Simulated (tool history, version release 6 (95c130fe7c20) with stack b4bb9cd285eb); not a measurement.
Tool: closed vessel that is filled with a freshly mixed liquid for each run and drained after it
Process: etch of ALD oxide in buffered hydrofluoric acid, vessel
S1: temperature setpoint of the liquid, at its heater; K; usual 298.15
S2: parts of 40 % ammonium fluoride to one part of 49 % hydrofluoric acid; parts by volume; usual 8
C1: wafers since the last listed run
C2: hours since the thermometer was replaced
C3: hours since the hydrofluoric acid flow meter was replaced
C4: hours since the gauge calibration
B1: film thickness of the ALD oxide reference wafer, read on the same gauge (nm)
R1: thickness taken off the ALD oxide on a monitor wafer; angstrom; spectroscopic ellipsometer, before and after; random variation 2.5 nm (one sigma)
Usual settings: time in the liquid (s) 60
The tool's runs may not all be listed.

run 1 hour=0 | S1=298.15 S2=8 time_in_the_liquid_(s)=60 | C1=0 C2=1168 C3=551.6 C4=598.4 | B1=80.01 | R1=3667.4
run 2 hour=26.9 | S1=298.15 S2=8 time_in_the_liquid_(s)=60 | C1=2448 C2=1194.9 C3=578.5 C4=625.3 | B1=80 | R1=3699.1
run 3 hour=41.4 | S1=298.15 S2=8 time_in_the_liquid_(s)=45 | C1=1319 C2=1209.4 C3=593 C4=639.8 | B1=79.98 | R1=2831.9
run 4 hour=63 | S1=298.15 S2=8 time_in_the_liquid_(s)=45 | C1=1966 C2=1231 C3=614.6 C4=661.4 | B1=80 | R1=2775.3
run 5 hour=91.3 | S1=298.15 S2=8 time_in_the_liquid_(s)=70 | C1=2576 C2=1259.3 C3=642.9 C4=689.7 | B1=79.98 | R1=4373.7
run 6 hour=127.2 | S1=302.15 S2=8 time_in_the_liquid_(s)=60 | C1=3267 C2=1295.2 C3=678.8 C4=725.6 | B1=79.99 | R1=4683
run 7 hour=151.9 | S1=298.15 S2=8 time_in_the_liquid_(s)=60 | C1=2248 C2=1319.9 C3=703.5 C4=750.3 | B1=80.03 | R1=3833.9
run 8 hour=180.1 | S1=298.15 S2=8 time_in_the_liquid_(s)=60 | C1=2566 C2=1348.1 C3=731.7 C4=778.5 | B1=80.01 | R1=3766.2
run 9 hour=199.7 | S1=298.15 S2=8 time_in_the_liquid_(s)=60 | C1=1784 C2=1367.7 C3=751.3 C4=798.1 | B1=80.02 | R1=3816.3
run 10 hour=222.8 | S1=298.15 S2=8 time_in_the_liquid_(s)=60 | C1=2102 C2=1390.8 C3=774.4 C4=821.2 | B1=79.99 | R1=3897.5
run 11 hour=235.9 | S1=298.15 S2=8 time_in_the_liquid_(s)=60 | C1=1192 C2=1403.9 C3=787.5 C4=834.3 | B1=80.02 | R1=3836.9
run 12 hour=252.7 | S1=298.15 S2=8 time_in_the_liquid_(s)=60 | C1=1529 C2=1420.7 C3=804.3 C4=851.1 | B1=80 | R1=3815.9
run 13 hour=265.3 | S1=298.15 S2=8 time_in_the_liquid_(s)=60 | C1=1146 C2=1433.3 C3=816.9 C4=863.7 | B1=80 | R1=3866.1
-- hour=332.3 hydrofluoric acid flow meter replaced
run 14 hour=351.2 | S1=298.15 S2=8 time_in_the_liquid_(s)=60 | C1=7728 C2=1519.2 C3=18.9 C4=949.6 | B1=79.98 | R1=3563.6
run 15 hour=372.9 | S1=298.15 S2=8 time_in_the_liquid_(s)=60 | C1=1975 C2=1540.9 C3=40.6 C4=971.3 | B1=80.01 | R1=3616.2
run 16 hour=408.2 | S1=298.15 S2=8 time_in_the_liquid_(s)=60 | C1=3213 C2=1576.2 C3=75.9 C4=1006.6 | B1=80 | R1=3610.6
-- hour=432.8 gauge calibrated
run 17 hour=437.8 | S1=300.15 S2=6 time_in_the_liquid_(s)=45 | C1=2694 C2=1605.8 C3=105.5 C4=5 | B1=80.02 | R1=3918.3
run 18 hour=511.6 | S1=298.15 S2=8 time_in_the_liquid_(s)=60 | C1=6717 C2=1679.6 C3=179.3 C4=78.8 | B1=80 | R1=3611
run 19 hour=532 | S1=294.65 S2=6 time_in_the_liquid_(s)=80 | C1=1856 C2=1700 C3=199.7 C4=99.2 | B1=80.03 | R1=5273.3
run 20 hour=558.7 | S1=298.15 S2=8 time_in_the_liquid_(s)=60 | C1=2430 C2=1726.7 C3=226.4 C4=125.9 | B1=79.98 | R1=3674
run 21 hour=585.3 | S1=302.65 S2=8 time_in_the_liquid_(s)=60 | C1=2421 C2=1753.3 C3=253 C4=152.5 | B1=79.98 | R1=4637.3
run 22 hour=619.9 | S1=298.15 S2=8 time_in_the_liquid_(s)=60 | C1=3149 C2=1787.9 C3=287.6 C4=187.1 | B1=80.01 | R1=3708.8
run 23 hour=644.1 | S1=293.65 S2=7 time_in_the_liquid_(s)=50 | C1=2202 C2=1812.1 C3=311.8 C4=211.3 | B1=79.98 | R1=2794.7
run 24 hour=661.4 | S1=298.15 S2=8 time_in_the_liquid_(s)=60 | C1=1574 C2=1829.4 C3=329.1 C4=228.6 | B1=80 | R1=3749.3
run 25 hour=681.9 | S1=298.15 S2=8 time_in_the_liquid_(s)=60 | C1=1866 C2=1849.9 C3=349.6 C4=249.1 | B1=80.01 | R1=3763.6
-- hour=702.6 thermometer replaced
run 26 hour=722.7 | S1=296.65 S2=8 time_in_the_liquid_(s)=60 | C1=3622 C2=20.1 C3=390.4 C4=289.9 | B1=79.99 | R1=3048.6
run 27 hour=755.6 | S1=302.15 S2=8 time_in_the_liquid_(s)=90 | C1=2994 C2=53 C3=423.3 C4=322.8 | B1=79.99 | R1=6249.3
run 28 hour=787.8 | S1=300.15 S2=9.5 time_in_the_liquid_(s)=45 | C1=2931 C2=85.2 C3=455.5 C4=355 | B1=80.01 | R1=2333
run 29 hour=821.7 | S1=300.15 S2=9.5 time_in_the_liquid_(s)=40 | C1=3085 C2=119.1 C3=489.4 C4=388.9 | B1=79.99 | R1=2087.8
run 30 hour=851.3 | S1=298.15 S2=8 time_in_the_liquid_(s)=60 | C1=2694 C2=148.7 C3=519 C4=418.5 | B1=80 | R1=3415.8
run 31 hour=865.7 | S1=296.65 S2=9 time_in_the_liquid_(s)=60 | C1=1310 C2=163.1 C3=533.4 C4=432.9 | B1=80.01 | R1=2760.5
run 32 hour=887.4 | S1=298.15 S2=8 time_in_the_liquid_(s)=60 | C1=1975 C2=184.8 C3=555.1 C4=454.6 | B1=79.98 | R1=3487.2
run 33 hour=903.5 | S1=298.15 S2=5 time_in_the_liquid_(s)=95 | C1=1465 C2=200.9 C3=571.2 C4=470.7 | B1=80 | R1=8401

Hidden state at the last listed run before each entry between runs and at the first one after, where it differs:
Between runs 13 and 14: hydrofluoric acid flow meter replaced (hour 332.3)
  liquid hotter than its thermometer reads (K): 2.18 -> 2.31; hydrofluoric acid flow above the setpoint (%): 10 -> 0.243
  measured less the result without the state, R1: +765 -> +423.8 angstrom
Between runs 16 and 17: gauge calibrated (hour 432.8)
  liquid hotter than its thermometer reads (K): 2.39 -> 2.43; hydrofluoric acid flow above the setpoint (%): 0.841 -> 1.15
  measured less the result without the state, R1: +463.6 -> +506 angstrom
Between runs 25 and 26: thermometer replaced (hour 702.6)
  liquid hotter than its thermometer reads (K): 2.79 -> 0.604; hydrofluoric acid flow above the setpoint (%): 3.71 -> 4.14
  measured less the result without the state, R1: +648.1 -> +224.8 angstrom
